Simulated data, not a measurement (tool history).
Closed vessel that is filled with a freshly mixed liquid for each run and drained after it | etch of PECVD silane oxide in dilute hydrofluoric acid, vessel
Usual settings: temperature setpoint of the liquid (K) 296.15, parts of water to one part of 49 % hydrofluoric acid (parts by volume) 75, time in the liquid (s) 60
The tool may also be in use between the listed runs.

| run | day | temperature setpoint of the liquid (K) | parts of water to one part of 49 % hydrofluoric acid (parts by volume) | time in the liquid (s) | read-back film thickness of the PECVD silane oxide reference wafer, read on the same gauge (nm) | thickness taken off the PECVD silane oxide on a monitor wafer (nm) |
|---|---|---|---|---|---|---|
| 1 | 0.000 | 296.15 | 75 | 60 | 100.01 | 29.55 |
| 2 | 1.933 | 296.15 | 75 | 60 | 100.01 | 29.67 |
| 3 | 4.633 | 296.15 | 75 | 60 | 99.99 | 29.87 |
| 4 | 8.538 | 296.15 | 75 | 45 | 100.03 | 22.35 |
| 5 | 10.571 | 296.15 | 75 | 60 | 100.02 | 29.40 |
| 6 | 13.629 | 296.15 | 75 | 60 | 100.03 | 29.52 |
| 7 | 17.996 | 296.15 | 75 | 60 | 100.03 | 29.17 |
| 8 | 20.312 | 296.15 | 45 | 60 | 99.98 | 50.49 |
| 9 | 33.729 | 296.15 | 45 | 60 | 100.00 | 50.35 |
| 10 | 37.371 | 296.15 | 75 | 60 | 99.99 | 29.07 |
| 11 | 41.625 | 296.15 | 75 | 60 | 99.97 | 28.87 |
| 12 | 43.462 | 296.15 | 75 | 60 | 99.99 | 28.92 |
|  | 44.788 | hydrofluoric acid flow meter replaced |
| 13 | 55.692 | 296.15 | 105 | 60 | 100.02 | 19.07 |
| 14 | 57.488 | 294.15 | 100 | 60 | 100.01 | 18.66 |
|  | 60.962 | thermometer replaced |
| 15 | 60.983 | 299.15 | 75 | 45 | 100.00 | 23.45 |
|  | 61.192 | hydrofluoric acid flow meter replaced, repeated, since the last time left the tool worse |
|  | 61.546 | gauge calibrated |
| 16 | 64.317 | 296.15 | 75 | 60 | 100.01 | 30.10 |
| 17 | 67.571 | 293.65 | 75 | 60 | 100.00 | 27.05 |
| 18 | 69.712 | 296.15 | 40 | 60 | 100.00 | 58.11 |
| 19 | 74.033 | 296.15 | 75 | 60 | 99.98 | 29.88 |
| 20 | 78.379 | 297.65 | 105 | 40 | 99.97 | 14.49 |
| 21 | 80.425 | 294.65 | 40 | 50 | 100.00 | 45.66 |
| 22 | 84.271 | 299.65 | 75 | 35 | 100.01 | 19.81 |
| 23 | 88.196 | 300.15 | 90 | 30 | 100.01 | 14.11 |
| 24 | 90.371 | 296.15 | 75 | 60 | 100.01 | 29.32 |
| 25 | 92.196 | 296.15 | 100 | 60 | 100.01 | 21.40 |
| 26 | 96.038 | 300.15 | 75 | 60 | 99.97 | 34.40 |
| 27 | 99.446 | 296.15 | 75 | 60 | 100.02 | 29.20 |
| 28 | 100.979 | 300.15 | 45 | 30 | 99.99 | 29.98 |

The next listed run, before its measurement:
| 29 | 103.962 | 296.15 | 75 | 60 | ? | ? |

{"run 29": {"read-back film thickness of the PECVD silane oxide reference wafer, read on the same gauge (nm)": 99.98, "thickness taken off the PECVD silane oxide on a monitor wafer (nm)": 28.98}}
Without the tool's hidden state the same run would have given thickness taken off the PECVD silane oxide on a monitor wafer (nm) 29.87.
